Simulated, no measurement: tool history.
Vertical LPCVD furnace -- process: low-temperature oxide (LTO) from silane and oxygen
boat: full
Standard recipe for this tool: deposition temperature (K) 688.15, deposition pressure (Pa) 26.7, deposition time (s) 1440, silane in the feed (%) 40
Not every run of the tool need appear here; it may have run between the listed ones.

| run | day | deposition temperature (K) | deposition pressure (Pa) | deposition time (s) | silane in the feed (%) | read-back reference wafer on the same gauge, thickness | film thickness on the monitor wafer in the middle of the boat (nm) |
|---|---|---|---|---|---|---|---|
| 1 | 0.000 | 688.15 | 26.7 | 1230 | 40 | 268.84 | 224.37 |
| 2 | 0.162 | 688.15 | 26.7 | 1230 | 40 | 268.78 | 223.41 |
| 3 | 1.062 | 688.15 | 26.7 | 1440 | 40 | 268.80 | 261.65 |
| 4 | 2.079 | 688.15 | 26.7 | 1440 | 40 | 269.03 | 262.37 |
| 5 | 3.354 | 688.15 | 26.7 | 1440 | 44 | 269.03 | 290.67 |
| 6 | 3.971 | 688.15 | 26.7 | 1440 | 44 | 269.07 | 291.23 |
| 7 | 5.404 | 688.15 | 26.7 | 1440 | 44 | 268.98 | 291.40 |
| 8 | 6.038 | 688.15 | 26.7 | 1440 | 40 | 269.00 | 263.34 |
| 9 | 6.762 | 688.15 | 26.7 | 1440 | 40 | 269.02 | 261.27 |
|  | 8.042 | silane flow controller replaced |
| 10 | 8.154 | 681.15 | 22.0 | 1440 | 37 | 268.83 | 184.17 |
|  | 9.038 | gauge calibrated |
| 11 | 9.200 | 688.15 | 26.7 | 1440 | 40 | 269.30 | 263.46 |
| 12 | 10.412 | 688.15 | 29.3 | 1440 | 46 | 268.98 | 332.99 |
| 13 | 11.162 | 688.15 | 32.7 | 1440 | 40 | 269.05 | 317.01 |
| 14 | 15.183 | 688.15 | 26.7 | 1440 | 40 | 269.15 | 261.48 |
| 15 | 16.558 | 688.15 | 26.7 | 1440 | 44 | 268.92 | 291.85 |
|  | 18.258 | pressure gauge zeroed |
| 16 | 18.279 | 688.15 | 26.7 | 1440 | 40 | 269.10 | 252.00 |
| 17 | 18.800 | 688.15 | 26.7 | 1710 | 48 | 268.75 | 358.80 |
| 18 | 20.175 | 695.15 | 32.0 | 1620 | 46 | 268.92 | 421.56 |
| 19 | 21.188 | 699.15 | 26.7 | 1710 | 36 | 268.93 | 296.97 |
| 20 | 22.583 | 688.15 | 29.3 | 1260 | 40 | 268.98 | 242.44 |
| 21 | 23.388 | 678.15 | 28.7 | 1860 | 36 | 269.09 | 278.09 |
| 22 | 27.796 | 688.15 | 26.7 | 1440 | 40 | 269.15 | 254.31 |
| 23 | 28.308 | 683.15 | 26.7 | 1440 | 40 | 269.13 | 241.33 |
| 24 | 29.371 | 688.15 | 26.7 | 1440 | 40 | 268.94 | 254.72 |
| 25 | 30.638 | 688.15 | 26.7 | 1440 | 47 | 268.87 | 301.98 |
| 26 | 31.425 | 697.15 | 31.3 | 1800 | 37 | 269.20 | 375.12 |
| 27 | 32.871 | 688.15 | 26.7 | 1440 | 40 | 268.85 | 254.16 |
| 28 | 34.258 | 680.15 | 23.3 | 1440 | 38 | 268.87 | 194.16 |
| 29 | 35.192 | 681.15 | 32.7 | 1440 | 37 | 269.30 | 263.86 |
| 30 | 36.204 | 691.15 | 24.0 | 1020 | 40 | 269.01 | 168.78 |
| 31 | 36.808 | 688.15 | 24.7 | 1440 | 35 | 268.92 | 201.50 |

Branching from run 31: 4 alternative next runs. What would each branch give?
| A | 36.975 | 688.15 | 26.7 | 1440 | 40 | ? | ? |
| B | 36.975 | 685.15 | 29.3 | 1260 | 38 | ? | ? |
| C | 36.975 | 684.15 | 26.7 | 900 | 40 | ? | ? |
| D | 36.975 | 688.15 | 26.7 | 1200 | 37 | ? | ? |

| run | read-back reference wafer on the same gauge, thickness | film thickness on the monitor wafer in the middle of the boat (nm) |
|---|---|---|
| A | 269.02 | 256.29 |
| B | 269.02 | 224.66 |
| C | 269.02 | 153.61 |
| D | 269.02 | 194.69 |
The same runs, with their run-to-run variation unchanged, on a tool lacking any hidden condition would have given:
| run | film thickness on the monitor wafer in the middle of the boat (nm) |
|---|---|
| A | 252.06 |
| B | 221.29 |
| C | 151.07 |
| D | 191.48 |

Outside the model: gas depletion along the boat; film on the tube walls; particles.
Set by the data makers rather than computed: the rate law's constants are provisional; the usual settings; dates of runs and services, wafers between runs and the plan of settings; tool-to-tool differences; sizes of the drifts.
